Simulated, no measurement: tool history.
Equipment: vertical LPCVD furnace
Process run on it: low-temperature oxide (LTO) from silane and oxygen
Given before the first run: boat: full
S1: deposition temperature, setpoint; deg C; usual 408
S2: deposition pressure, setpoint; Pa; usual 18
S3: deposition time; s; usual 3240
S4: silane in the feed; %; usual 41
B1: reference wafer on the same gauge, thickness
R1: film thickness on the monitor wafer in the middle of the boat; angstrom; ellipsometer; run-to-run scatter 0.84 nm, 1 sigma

| run | day | S1 | S2 | S3 | S4 | B1 | R1 |
|---|---|---|---|---|---|---|---|
| 1 | 0 | 408 | 18 | 3240 | 41 | 375.97 | 3893.4 |
|  | 0 | gauge calibrated |
| 2 | 0.45 | 408 | 18 | 3240 | 41 | 375.89 | 3896.4 |
|  | 1.575 | pressure gauge zeroed |
|  | 2.329 | thermocouples replaced and temperature profile calibrated |
| 3 | 2.35 | 408 | 18 | 3240 | 41 | 375.93 | 3771.1 |
| 4 | 2.521 | 408 | 18 | 3240 | 41 | 375.83 | 3782.9 |
| 5 | 2.688 | 408 | 18 | 3240 | 41 | 375.94 | 3759 |
| 6 | 2.854 | 408 | 18 | 3240 | 41 | 376.11 | 3777.5 |
|  | 3.625 | silane flow controller replaced |
| 7 | 3.646 | 408 | 18 | 3240 | 41 | 375.82 | 3776.5 |
| 8 | 3.812 | 408 | 18 | 3240 | 41 | 375.92 | 3758.9 |
| 9 | 3.979 | 404 | 18 | 3240 | 33 | 375.98 | 2744.8 |
| 10 | 4.338 | 408 | 18 | 3240 | 41 | 375.94 | 3752.7 |
| 11 | 4.812 | 408 | 18 | 2580 | 41 | 375.88 | 3000.5 |
| 12 | 5.229 | 413 | 21.3 | 2460 | 36 | 376.19 | 3057.6 |
| 13 | 6.462 | 408 | 18 | 3240 | 41 | 376.11 | 3772.3 |
| 14 | 6.783 | 408 | 18 | 3240 | 41 | 375.86 | 3764.7 |
| 15 | 7.075 | 408 | 18 | 4290 | 41 | 376.23 | 4990.8 |
| 16 | 7.346 | 397 | 18 | 4170 | 37 | 376.14 | 3798.1 |
| 17 | 7.633 | 416 | 22 | 2400 | 46 | 375.89 | 4168.8 |
| 18 | 8.112 | 401 | 14 | 3240 | 41 | 375.99 | 2714.1 |
| 19 | 10.229 | 408 | 18 | 3240 | 41 | 375.93 | 3765.5 |
| 20 | 10.704 | 408 | 18 | 3240 | 41 | 375.83 | 3782.1 |
| 21 | 11.112 | 408 | 20.7 | 3570 | 41 | 376.32 | 4772.6 |
| 22 | 11.608 | 408 | 18 | 2550 | 38 | 375.91 | 2714.6 |

For run 23, what comes out?
| 23 | 12.342 | 414 | 18 | 3240 | 41 | ? | ? |

Run 23 measured B1 375.82, R1 4009.2 angstrom.
Were there no unlogged condition in the tool, this run, its random variation unchanged, would have produced R1 3987.5 angstrom.
